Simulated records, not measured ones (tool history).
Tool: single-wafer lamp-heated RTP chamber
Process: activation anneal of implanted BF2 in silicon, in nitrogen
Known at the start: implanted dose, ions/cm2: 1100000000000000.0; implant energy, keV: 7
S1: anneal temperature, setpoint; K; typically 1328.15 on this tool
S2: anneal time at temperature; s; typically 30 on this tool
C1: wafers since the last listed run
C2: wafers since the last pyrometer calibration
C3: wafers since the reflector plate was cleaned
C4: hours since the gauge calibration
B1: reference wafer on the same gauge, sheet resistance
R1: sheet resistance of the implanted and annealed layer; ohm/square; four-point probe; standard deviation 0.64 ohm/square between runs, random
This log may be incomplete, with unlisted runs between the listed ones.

run,hour,S1,S2,C1,C2,C3,C4,B1,R1
1,0.0,1328.15,30,0,1108,220,106.8,200.90,164.23
2,46.3,1328.15,30,765,1873,986,153.1,200.84,163.04
3,115.8,1328.15,30,1149,3022,2135,222.6,200.82,162.62
# hour 144.8: pyrometer window cleaned and pyrometer calibrated
4,175.7,1328.15,30,858,510,2993,282.5,201.07,165.65
# hour 223.4: reflector plate cleaned
5,223.9,1328.15,30,664,1174,7,330.7,201.24,164.15
6,275.2,1328.15,30,848,2022,855,382.0,201.13,162.58
7,322.0,1320.15,30,773,2796,1629,428.8,200.98,172.22
8,369.7,1320.15,30,788,3585,2418,476.5,200.88,171.05
# hour 383.0: pyrometer window cleaned and pyrometer calibrated
9,416.0,1320.15,30,633,545,3051,522.8,200.84,163.13
10,480.8,1328.15,30,1071,1617,4122,587.6,201.12,151.10
# hour 490.6: reflector plate cleaned
# hour 503.4: gauge calibrated
# hour 528.9: pyrometer window cleaned and pyrometer calibrated, repeated, since the last time left the tool worse
11,529.4,1318.15,30,538,7,508,26.0,200.96,178.80
12,590.9,1311.15,14,1016,1024,1525,87.5,201.08,205.94
13,648.4,1340.15,47,950,1974,2475,145.0,200.95,134.94
14,711.4,1328.15,21,1041,3016,3517,208.0,200.95,170.37
# hour 777.1: reflector plate cleaned
# hour 777.6: pyrometer window cleaned and pyrometer calibrated
15,782.6,1301.15,17,1037,83,83,279.2,200.94,218.17
16,813.3,1328.15,30,507,590,590,309.9,200.97,164.23
17,925.4,1317.15,41,1853,2444,2444,422.0,201.08,166.57
18,993.9,1328.15,30,1132,3576,3576,490.5,200.78,161.61
# hour 1014.4: reflector plate cleaned
# hour 1025.7: pyrometer window cleaned and pyrometer calibrated
19,1041.4,1315.15,21,520,259,313,538.0,200.98,191.05
# hour 1082.9: gauge calibrated
20,1088.9,1328.15,30,785,1045,1098,6.0,200.98,164.16

Below are 4 alternative next runs, each starting from the tool's condition after run 20. Predict each:
A,1089.3,1328.15,30,6,1051,1105,6.4,?,?
B,1089.3,1328.15,36,6,1051,1105,6.4,?,?
C,1089.3,1348.15,30,6,1051,1105,6.4,?,?
D,1089.3,1353.15,45,6,1051,1105,6.4,?,?

run,B1,R1
A,201.00,163.76
B,201.00,158.86
C,201.00,139.41
D,201.00,123.70
Had the tool no hidden state, the same runs would have come out as:
run,R1
A,168.21
B,163.44
C,143.69
D,127.07
